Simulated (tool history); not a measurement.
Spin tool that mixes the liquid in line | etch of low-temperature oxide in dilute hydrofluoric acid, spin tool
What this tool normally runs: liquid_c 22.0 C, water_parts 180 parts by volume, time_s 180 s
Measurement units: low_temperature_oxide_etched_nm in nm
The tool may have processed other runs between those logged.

run    hour  liquid_c  water_parts  time_s  wafers since the last listed run  hours since the thermometer was replaced  hours since the hydrofluoric acid flow meter was replaced  hours since the gauge calibration  read-back film thickness of the low-temperature oxide reference wafer, read on the same gauge (nm)  low_temperature_oxide_etched_nm
  1     0.0      22.0          180     180                                 0                                     958.2                                                       78.4                              568.3                                                                                               31.60                            21.94
  2    62.9      22.0          180     180                               684                                    1021.1                                                      141.3                              631.2                                                                                               31.70                            22.05
  3   145.6      23.0          180     180                               899                                    1103.8                                                      224.0                              713.9                                                                                               31.81                            23.41
  4   229.0      23.0          180     180                               907                                    1187.2                                                      307.4                              797.3                                                                                               31.93                            23.33
  5   287.9      22.0          180     180                               640                                    1246.1                                                      366.3                              856.2                                                                                               31.99                            22.51
  6   337.3      22.0          180     180                               537                                    1295.5                                                      415.7                              905.6                                                                                               32.03                            22.16
      376.3  -- hydrofluoric acid flow meter replaced
  7   400.2      22.0          180     180                               673                                    1358.4                                                       23.9                              968.5                                                                                               32.13                            22.37
  8   708.8      22.0          180     180                              3356                                    1667.0                                                      332.5                             1277.1                                                                                               32.30                            22.76
  9   798.0      22.0          180     180                               970                                    1756.2                                                      421.7                             1366.3                                                                                               32.34                            22.52
      865.6  -- hydrofluoric acid flow meter replaced
 10   884.2      22.0          180     180                               926                                    1842.4                                                       18.6                             1452.5                                                                                               32.40                            22.66
 11   946.4      25.5          180     180                               676                                    1904.6                                                       80.8                             1514.7                                                                                               32.40                            25.73
 12  1045.4      25.5          180     180                              1076                                    2003.6                                                      179.8                             1613.7                                                                                               32.43                            25.88
     1117.6  -- thermometer replaced
 13  1142.0      25.0          130     150                              1039                                      24.4                                                      276.4                             1710.3                                                                                               32.44                            30.90
     1238.5  -- gauge calibrated
 14  1242.4      22.0          215     180                              1091                                     124.8                                                      376.8                                3.9                                                                                               29.95                            16.80
     1310.5  -- hydrofluoric acid flow meter replaced
 15  1324.2      26.0          115     180                               878                                     206.6                                                       13.7                               85.7                                                                                               30.24                            41.86
 16  1373.0      22.0          180     245                               530                                     255.4                                                       62.5                              134.5                                                                                               30.34                            28.89
 17  1456.7      25.5          180     110                               910                                     339.1                                                      146.2                              218.2                                                                                               30.64                            14.79
 18  1510.8      22.0          180     180                               588                                     393.2                                                      200.3                              272.3                                                                                               30.80                            21.48

What will run 19 give?
 19  1570.8      22.0          205     145                               652                                     453.2                                                      260.3                              332.3                                                                                                   ?                                ?

read-back film thickness of the low-temperature oxide reference wafer, read on the same gauge (nm): 30.89
low_temperature_oxide_etched_nm: 14.59 nm
On a tool with no hidden condition, and with the same random variation, this run would have come out at low_temperature_oxide_etched_nm 14.16 nm.

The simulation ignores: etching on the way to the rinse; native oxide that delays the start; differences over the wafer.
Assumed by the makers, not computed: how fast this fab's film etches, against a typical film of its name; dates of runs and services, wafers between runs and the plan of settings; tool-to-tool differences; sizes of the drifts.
